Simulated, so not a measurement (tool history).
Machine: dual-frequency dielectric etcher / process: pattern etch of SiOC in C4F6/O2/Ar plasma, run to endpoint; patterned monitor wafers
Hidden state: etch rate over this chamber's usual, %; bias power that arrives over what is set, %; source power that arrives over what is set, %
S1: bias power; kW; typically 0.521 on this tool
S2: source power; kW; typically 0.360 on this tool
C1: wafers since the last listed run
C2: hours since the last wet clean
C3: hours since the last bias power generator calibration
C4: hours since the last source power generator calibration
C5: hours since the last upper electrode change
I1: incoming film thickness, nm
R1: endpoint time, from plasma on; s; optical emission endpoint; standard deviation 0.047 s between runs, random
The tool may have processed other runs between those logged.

{"run": 1, "hour": 0.0, "S1": 0.521, "S2": 0.36, "C1": 0, "C2": 400.7, "C3": 1950.2, "C4": 3778.8, "C5": 3061.8, "I1": 42.79, "R1": 14.8}
{"run": 2, "hour": 8.2, "S1": 0.619, "S2": 0.39, "C1": 114, "C2": 408.9, "C3": 1958.4, "C4": 3787.0, "C5": 3070.0, "I1": 43.01, "R1": 13.7}
{"run": 3, "hour": 20.0, "S1": 0.619, "S2": 0.39, "C1": 164, "C2": 420.7, "C3": 1970.2, "C4": 3798.8, "C5": 3081.8, "I1": 42.7, "R1": 13.6}
{"run": 4, "hour": 31.1, "S1": 0.619, "S2": 0.39, "C1": 155, "C2": 431.8, "C3": 1981.3, "C4": 3809.9, "C5": 3092.9, "I1": 42.83, "R1": 13.6}
{"hour": 65.7, "done": "wet clean of the chamber"}
{"run": 5, "hour": 66.2, "S1": 0.577, "S2": 0.36, "C1": 155, "C2": 0.5, "C3": 2016.4, "C4": 3845.0, "C5": 3128.0, "I1": 42.94, "R1": 15.0}
{"run": 6, "hour": 66.6, "S1": 0.577, "S2": 0.36, "C1": 5, "C2": 0.9, "C3": 2016.8, "C4": 3845.4, "C5": 3128.4, "I1": 43.1, "R1": 15.1}
{"run": 7, "hour": 72.0, "S1": 0.521, "S2": 0.36, "C1": 75, "C2": 6.3, "C3": 2022.2, "C4": 3850.8, "C5": 3133.8, "I1": 43.05, "R1": 15.6}
{"hour": 86.8, "done": "source power generator calibrated"}
{"run": 8, "hour": 87.3, "S1": 0.438, "S2": 0.45, "C1": 157, "C2": 21.6, "C3": 2037.5, "C4": 0.5, "C5": 3149.1, "I1": 43.32, "R1": 15.7}
{"run": 9, "hour": 97.4, "S1": 0.521, "S2": 0.36, "C1": 141, "C2": 31.7, "C3": 2047.6, "C4": 10.6, "C5": 3159.2, "I1": 42.64, "R1": 15.4}
{"hour": 107.5, "done": "bias power generator calibrated"}
{"run": 10, "hour": 107.8, "S1": 0.472, "S2": 0.3, "C1": 89, "C2": 42.1, "C3": 0.3, "C4": 21.0, "C5": 3169.6, "I1": 43.11, "R1": 16.9}
{"hour": 157.0, "done": "upper electrode replaced"}
{"run": 11, "hour": 159.6, "S1": 0.521, "S2": 0.36, "C1": 388, "C2": 93.9, "C3": 52.1, "C4": 72.8, "C5": 2.6, "I1": 43.4, "R1": 15.6}
{"run": 12, "hour": 172.6, "S1": 0.397, "S2": 0.36, "C1": 181, "C2": 106.9, "C3": 65.1, "C4": 85.8, "C5": 15.6, "I1": 43.32, "R1": 17.0}
{"run": 13, "hour": 179.0, "S1": 0.521, "S2": 0.36, "C1": 89, "C2": 113.3, "C3": 71.5, "C4": 92.2, "C5": 22.0, "I1": 43.01, "R1": 15.5}
{"run": 14, "hour": 188.3, "S1": 0.475, "S2": 0.42, "C1": 129, "C2": 122.6, "C3": 80.8, "C4": 101.5, "C5": 31.3, "I1": 42.94, "R1": 15.3}
{"run": 15, "hour": 201.5, "S1": 0.646, "S2": 0.3, "C1": 184, "C2": 135.8, "C3": 94.0, "C4": 114.7, "C5": 44.5, "I1": 43.24, "R1": 15.0}

A few steps of R1 between consecutive runs. Split each: what settings, incoming material and random variation would produce without the hidden state, and what is left over for the hidden state, along with gauge scatter present in only one of the two compared results (measured, and without hidden state):
Run 4 -> 5: S1 0.619 -> 0.577, S2 0.390 -> 0.360, wet clean of the chamber. R1 +1.4 s: hidden state +0.7, all else +0.7.
Run 12 -> 13: S1 0.397 -> 0.521. R1 -1.5 s: hidden state +0.1, all else -1.6.
